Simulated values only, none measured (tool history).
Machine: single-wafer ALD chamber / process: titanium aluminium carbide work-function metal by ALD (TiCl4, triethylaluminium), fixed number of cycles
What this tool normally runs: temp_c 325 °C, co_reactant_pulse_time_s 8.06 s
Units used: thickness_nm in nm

| run | hour | temp_c | co_reactant_pulse_time_s | read-back reference wafer on the same gauge, thickness_nm | thickness_nm |
|---|---|---|---|---|---|
| 1 | 0.0 | 325 | 8.06 | 2.390 | 2.093 |
| 2 | 86.1 | 325 | 8.06 | 2.393 | 2.071 |
| 3 | 131.9 | 325 | 8.06 | 2.387 | 2.071 |
|  | 146.5 | triethylaluminium bottle replaced |
| 4 | 232.7 | 325 | 8.06 | 2.391 | 2.128 |
| 5 | 299.4 | 325 | 8.06 | 2.389 | 2.113 |
| 6 | 366.2 | 325 | 8.06 | 2.392 | 2.130 |
| 7 | 454.8 | 325 | 8.06 | 2.391 | 2.087 |
| 8 | 556.8 | 329 | 8.06 | 2.390 | 2.131 |
| 9 | 670.6 | 329 | 8.06 | 2.388 | 2.097 |
|  | 719.5 | showerhead replaced |
| 10 | 721.8 | 329 | 8.06 | 2.391 | 2.104 |
| 11 | 794.7 | 316 | 5.68 | 2.390 | 1.852 |
| 12 | 852.8 | 316 | 5.68 | 2.388 | 1.841 |
| 13 | 927.5 | 316 | 5.68 | 2.391 | 1.814 |
|  | 946.9 | triethylaluminium bottle replaced |
|  | 948.3 | gauge calibrated |
| 14 | 997.1 | 325 | 10.03 | 2.386 | 2.134 |
| 15 | 1096.5 | 325 | 10.03 | 2.391 | 2.121 |
| 16 | 1141.3 | 325 | 8.06 | 2.389 | 2.108 |
| 17 | 1191.6 | 314 | 9.39 | 2.391 | 2.004 |
| 18 | 1230.4 | 335 | 10.51 | 2.389 | 2.234 |
| 19 | 1284.4 | 325 | 8.06 | 2.391 | 2.091 |
|  | 1312.6 | thermocouple changed; heater temperature recalibrated |
| 20 | 1349.3 | 325 | 10.14 | 2.388 | 2.167 |
| 21 | 1427.0 | 310 | 5.30 | 2.390 | 1.868 |
| 22 | 1516.4 | 325 | 8.06 | 2.390 | 2.092 |
| 23 | 1601.5 | 335 | 10.51 | 2.391 | 2.248 |
| 24 | 1686.8 | 318 | 9.36 | 2.390 | 2.012 |
|  | 1709.2 | triethylaluminium bottle replaced |
| 25 | 1782.8 | 330 | 10.28 | 2.387 | 2.224 |
| 26 | 1884.1 | 325 | 8.06 | 2.393 | 2.108 |
| 27 | 1989.0 | 333 | 8.06 | 2.389 | 2.183 |
| 28 | 2088.0 | 337 | 10.92 | 2.391 | 2.275 |
| 29 | 2158.9 | 325 | 8.06 | 2.389 | 2.099 |
| 30 | 2264.9 | 325 | 5.10 | 2.391 | 1.969 |
| 31 | 2325.2 | 333 | 10.54 | 2.391 | 2.185 |
| 32 | 2388.6 | 334 | 9.86 | 2.390 | 2.183 |
| 33 | 2427.2 | 318 | 4.98 | 2.388 | 1.853 |
| 34 | 2521.1 | 325 | 8.06 | 2.391 | 2.011 |

Give the tool's hidden conditions for every run:
gauge reads high (%): 0 on each run
H1: wafer temperature above the value expected at the setpoint (K)
H2: triethylaluminium dose above that of a fresh bottle (%)
| run | H1 | H2 |
|---|---|---|
| 1 | -1.29 | -19.8 |
| 2 | -1.56 | -25.4 |
| 3 | -1.71 | -28.8 |
| 4 | -2.03 | -7.22 |
| 5 | -2.24 | -8.04 |
| 6 | -2.45 | -9.32 |
| 7 | -2.74 | -11.7 |
| 8 | -3.06 | -15.5 |
| 9 | -3.42 | -20.9 |
| 10 | -3.58 | -23.8 |
| 11 | -3.82 | -28.4 |
| 12 | -4 | -32.4 |
| 13 | -4.24 | -38.1 |
| 14 | -4.46 | -3.65 |
| 15 | -4.78 | -4.67 |
| 16 | -4.92 | -5.46 |
| 17 | -5.08 | -6.59 |
| 18 | -5.2 | -7.65 |
| 19 | -5.37 | -9.37 |
| 20 | -0.235 | -11.8 |
| 21 | -0.483 | -15.4 |
| 22 | -0.767 | -20.2 |
| 23 | -1.04 | -25.5 |
| 24 | -1.31 | -31.6 |
| 25 | -1.61 | -2.68 |
| 26 | -1.94 | -3.97 |
| 27 | -2.27 | -6.42 |
| 28 | -2.59 | -9.76 |
| 29 | -2.81 | -12.8 |
| 30 | -3.15 | -18.2 |
| 31 | -3.34 | -21.9 |
| 32 | -3.54 | -26.1 |
| 33 | -3.66 | -28.9 |
| 34 | -3.96 | -36.2 |

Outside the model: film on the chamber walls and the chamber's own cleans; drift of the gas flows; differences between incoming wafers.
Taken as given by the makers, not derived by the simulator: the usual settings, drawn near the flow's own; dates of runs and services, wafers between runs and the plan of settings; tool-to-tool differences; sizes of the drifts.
